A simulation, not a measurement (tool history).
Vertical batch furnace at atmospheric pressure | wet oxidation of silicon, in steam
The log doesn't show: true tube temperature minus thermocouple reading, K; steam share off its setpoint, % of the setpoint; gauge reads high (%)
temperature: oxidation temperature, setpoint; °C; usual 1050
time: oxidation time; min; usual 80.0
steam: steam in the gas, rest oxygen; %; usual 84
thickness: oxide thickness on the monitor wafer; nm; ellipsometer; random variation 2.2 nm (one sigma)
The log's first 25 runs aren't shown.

run,hour,temperature,time,steam,wafers since the last listed run,hours since the last temperature calibration,hours since the steam generator was serviced,hours since the gauge calibration,"read-back reference wafer on the same gauge, thickness",thickness
# hour 685.4: steam generator serviced, repeated, since the last time left the tool worse
26,688.1,1050,80.0,84,58,306.9,2.7,162.1,671.40,622.88
27,700.1,1029,80.0,80,147,318.9,14.7,174.1,671.68,539.83
28,733.8,1050,80.0,84,413,352.6,48.4,207.8,671.53,621.79
29,748.3,1041,96.0,84,177,367.1,62.9,222.3,671.72,665.45
30,766.3,1050,116.5,74,220,385.1,80.9,240.3,671.68,722.81
31,792.5,1050,102.5,81,321,411.3,107.1,266.5,671.56,705.45
32,869.7,1050,68.0,84,946,488.5,184.3,343.7,672.59,564.76
33,901.0,1050,42.5,84,383,519.8,215.6,375.0,671.07,421.76
34,913.4,1050,93.0,84,152,532.2,228.0,387.4,671.50,684.45
35,962.6,1026,95.5,78,603,581.4,277.2,436.6,672.04,580.41

Forecast run 36:
36,989.3,1026,80.0,84,327,608.1,303.9,463.3,?,?

read-back reference wafer on the same gauge, thickness: 671.92
thickness: 547.61 nm
Without the tool's hidden state the same run would have given thickness 548.02 nm.

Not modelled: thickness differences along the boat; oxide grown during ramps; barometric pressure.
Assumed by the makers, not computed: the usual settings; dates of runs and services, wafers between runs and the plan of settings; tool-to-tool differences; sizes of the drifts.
